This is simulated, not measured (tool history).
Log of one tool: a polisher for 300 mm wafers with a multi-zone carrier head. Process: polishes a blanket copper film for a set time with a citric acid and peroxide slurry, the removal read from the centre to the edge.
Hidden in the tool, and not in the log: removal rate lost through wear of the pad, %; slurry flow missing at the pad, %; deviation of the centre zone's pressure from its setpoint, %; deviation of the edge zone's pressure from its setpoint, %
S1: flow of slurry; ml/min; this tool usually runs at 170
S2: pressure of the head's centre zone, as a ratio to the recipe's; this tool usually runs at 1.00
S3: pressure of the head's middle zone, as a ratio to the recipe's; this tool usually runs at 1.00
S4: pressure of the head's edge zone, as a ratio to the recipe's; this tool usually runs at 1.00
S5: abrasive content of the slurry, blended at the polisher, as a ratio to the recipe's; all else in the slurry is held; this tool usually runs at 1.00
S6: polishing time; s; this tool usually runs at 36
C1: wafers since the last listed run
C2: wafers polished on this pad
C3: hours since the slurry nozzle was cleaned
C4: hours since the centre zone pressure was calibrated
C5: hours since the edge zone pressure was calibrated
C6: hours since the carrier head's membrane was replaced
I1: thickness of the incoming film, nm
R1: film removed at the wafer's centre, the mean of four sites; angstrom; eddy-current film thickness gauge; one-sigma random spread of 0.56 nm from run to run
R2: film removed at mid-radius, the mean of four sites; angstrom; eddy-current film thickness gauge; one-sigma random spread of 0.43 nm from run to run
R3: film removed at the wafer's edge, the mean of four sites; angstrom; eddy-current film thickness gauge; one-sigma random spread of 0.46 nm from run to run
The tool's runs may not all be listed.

run	day	S1	S2	S3	S4	S5	S6	C1	C2	C3	C4	C5	C6	I1	R1	R2	R3
1	0.000	170	1.00	1.00	1.00	1.00	36	0	2363	160.2	927.1	37.5	1528.5	1066.4	609	601	609
# day 0.888: worn pad replaced by a new one
2	0.908	170	1.00	1.00	1.00	1.00	36	243	6	182.0	948.9	59.3	1550.3	1059.0	605	594	612
3	2.008	170	1.00	1.00	1.00	0.85	46	361	367	208.4	975.3	85.7	1576.7	1052.8	748	746	767
4	2.583	130	1.00	1.00	1.00	1.00	36	188	556	222.2	989.1	99.5	1590.5	1071.3	568	568	594
5	3.162	170	1.00	1.10	0.94	1.00	36	190	746	236.1	1003.0	113.4	1604.4	1073.8	622	631	593
# day 3.417: carrier head's membrane replaced by a new one
6	4.454	170	1.00	1.00	1.00	0.75	40	355	1102	267.1	1034.0	144.4	24.9	1048.9	652	643	664
7	6.683	170	1.00	1.00	1.09	1.00	36	731	1834	320.6	1087.5	197.9	78.4	1042.8	619	598	626
8	7.342	135	1.08	0.88	0.90	1.00	36	216	2050	336.4	1103.3	213.7	94.2	1065.7	619	534	566
9	7.929	170	1.00	1.00	1.00	1.00	36	192	2243	350.5	1117.4	227.8	108.3	1049.1	621	597	610
# day 8.796: worn pad replaced by a new one
10	8.817	170	1.00	1.00	1.11	1.00	36	236	6	371.8	1138.7	249.1	129.6	1060.9	619	599	632
11	9.904	150	0.97	0.94	1.00	1.00	29	356	363	397.9	1164.8	275.2	155.7	1043.3	469	455	490
12	10.942	170	1.00	1.00	1.00	1.00	36	340	703	422.8	1189.7	300.1	180.6	1051.8	619	603	613
13	12.017	170	1.00	1.03	1.00	1.00	48	352	1056	448.6	1215.5	325.9	206.4	1061.6	807	812	819
14	12.558	195	1.00	1.00	1.00	1.10	36	177	1234	461.6	1228.5	338.9	219.4	1055.9	640	627	632
15	13.192	170	1.00	1.00	1.00	1.00	27	207	1442	476.8	1243.7	354.1	234.6	1063.1	457	453	463
16	14.158	190	1.09	1.00	1.00	1.00	36	317	1759	500.0	1266.9	377.3	257.8	1059.4	674	602	615
17	14.746	155	1.09	1.06	1.00	0.90	36	192	1952	514.1	1281.0	391.4	271.9	1063.5	636	601	588
# day 14.992: centre zone pressure recalibrated
# day 16.821: slurry nozzle cleaned
# day 16.838: worn pad replaced by a new one
18	18.896	170	1.00	1.08	1.00	0.85	46	1316	676	49.8	93.7	491.0	371.5	1075.4	765	788	762
19	19.858	170	1.00	1.00	1.00	1.00	36	315	992	72.9	116.8	514.1	394.6	1076.2	611	600	611
20	20.462	170	1.00	1.12	1.00	1.00	36	198	1190	87.4	131.3	528.6	409.1	1057.4	608	651	605
21	21.946	130	0.95	1.00	1.00	0.75	43	486	1677	123.0	166.9	564.2	444.7	1045.5	642	647	666
22	25.971	170	1.00	1.00	1.00	1.00	36	1321	2998	219.6	263.5	660.8	541.3	1060.4	609	593	613

Take each entry between the runs: how does the hidden state at the last listed run before it differ from the hidden state at the first listed run after it?
Between runs 1 and 2: worn pad replaced by a new one (day 0.888)
  the hidden state is the same at both runs
Between runs 5 and 6: carrier head's membrane replaced by a new one (day 3.417)
  the hidden state is the same at both runs
Between runs 9 and 10: worn pad replaced by a new one (day 8.796)
  the hidden state is the same at both runs
Between runs 17 and 18: centre zone pressure recalibrated (day 14.992); slurry nozzle cleaned (day 16.821); worn pad replaced by a new one (day 16.838)
  the hidden state is the same at both runs
